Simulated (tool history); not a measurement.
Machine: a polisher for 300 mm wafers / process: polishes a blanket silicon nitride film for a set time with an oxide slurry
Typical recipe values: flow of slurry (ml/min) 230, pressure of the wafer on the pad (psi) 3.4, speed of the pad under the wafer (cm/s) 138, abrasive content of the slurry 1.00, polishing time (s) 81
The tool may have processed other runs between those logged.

run,hour,flow of slurry (ml/min),pressure of the wafer on the pad (psi),speed of the pad under the wafer (cm/s),abrasive content of the slurry,polishing time (s),"incoming thickness of the incoming film, nm",film removed (angstrom)
1,0.0,230,3.4,138,1.00,81,579.3,541
2,63.2,230,3.4,138,0.85,81,598.7,488
3,108.1,230,3.4,138,0.85,81,591.2,498
4,134.9,230,3.9,138,1.00,81,591.7,611
5,159.4,230,3.9,138,1.00,81,588.7,599
6,217.7,230,2.5,138,1.00,81,586.5,400
7,251.8,230,2.5,138,1.00,81,586.8,397
8,323.4,230,3.4,138,1.00,81,595.6,535
9,379.7,230,3.4,138,1.00,81,585.4,527
10,441.8,230,3.4,138,1.00,81,586.3,530
11,476.2,230,2.6,138,1.00,81,591.7,417
12,536.4,195,3.4,184,1.00,81,586.6,660
13,604.4,230,3.4,138,0.75,81,578.4,471
14,676.1,230,4.6,170,1.00,81,584.9,729
15,738.1,230,3.4,138,1.00,73,581.8,486
16,801.6,230,2.4,106,0.80,81,580.4,343
17,858.2,275,3.4,182,1.00,57,588.4,457
18,912.7,230,3.4,150,1.10,81,585.7,580
19,960.4,230,3.4,138,1.00,81,581.7,525
20,1022.6,230,3.4,138,0.80,81,580.7,468
21,1056.0,230,3.4,118,1.15,81,602.3,521
22,1121.3,230,3.4,138,1.00,81,588.2,541

The log once held 16 entries between its listed runs, left out of this copy. Where does each go, and what is different about the tool's unlogged condition between the listed run before it and the listed run after it?
In the gap between runs 3 and 4: worn pad replaced by a new one (hour 120.0); slurry nozzle cleaned (hour 121.8)
  abrasive missing from the slurry, %: 4.87 -> 5.49
  what was measured, less what the result would be without the hidden state, film removed (angstrom): -11 -> -15
In the gap between runs 5 and 6: slurry blender recalibrated (hour 187.0); conditioning disc replaced and pad reconditioned (hour 211.9)
  abrasive missing from the slurry, %: 6.06 -> 1.47
  what was measured, less what the result would be without the hidden state, film removed (angstrom): -16 -> -3
In the gap between runs 8 and 9: worn pad replaced by a new one (hour 352.1)
  abrasive missing from the slurry, %: 3.91 -> 5.21
  what was measured, less what the result would be without the hidden state, film removed (angstrom): -9 -> -12
In the gap between runs 9 and 10: head pressure recalibrated (hour 441.3)
  abrasive missing from the slurry, %: 5.21 -> 6.64
  what was measured, less what the result would be without the hidden state, film removed (angstrom): -12 -> -16
In the gap between runs 10 and 11: slurry blender recalibrated (hour 469.8)
  abrasive missing from the slurry, %: 6.64 -> 0.423
  what was measured, less what the result would be without the hidden state, film removed (angstrom): -16 -> -1
In the gap between runs 11 and 12: slurry nozzle cleaned (hour 494.8); conditioning disc replaced and pad reconditioned (hour 521.3)
  abrasive missing from the slurry, %: 0.423 -> 1.81
  what was measured, less what the result would be without the hidden state, film removed (angstrom): -1 -> -5
In the gap between runs 12 and 13: worn pad replaced by a new one, of another model than before (hour 542.9)
  abrasive missing from the slurry, %: 1.81 -> 3.38
  what was measured, less what the result would be without the hidden state, film removed (angstrom): -5 -> -8
In the gap between runs 14 and 15: slurry blender recalibrated (hour 725.8); worn pad replaced by a new one (hour 737.6)
  abrasive missing from the slurry, %: 5.04 -> 1.3
  what was measured, less what the result would be without the hidden state, film removed (angstrom): -16 -> -3
In the gap between runs 16 and 17: conditioning disc replaced and pad reconditioned (hour 822.7)
  abrasive missing from the slurry, %: 2.77 -> 4.07
  what was measured, less what the result would be without the hidden state, film removed (angstrom): -4 -> -9
In the gap between runs 17 and 18: slurry nozzle cleaned (hour 874.3)
  abrasive missing from the slurry, %: 4.07 -> 5.33
  what was measured, less what the result would be without the hidden state, film removed (angstrom): -9 -> -13
In the gap between runs 19 and 20: worn pad replaced by a new one (hour 967.8)
  abrasive missing from the slurry, %: 6.43 -> 7.87
  what was measured, less what the result would be without the hidden state, film removed (angstrom): -16 -> -19
In the gap between runs 20 and 21: slurry blender recalibrated (hour 1024.8)
  abrasive missing from the slurry, %: 7.87 -> 0.932
  what was measured, less what the result would be without the hidden state, film removed (angstrom): -19 -> -2
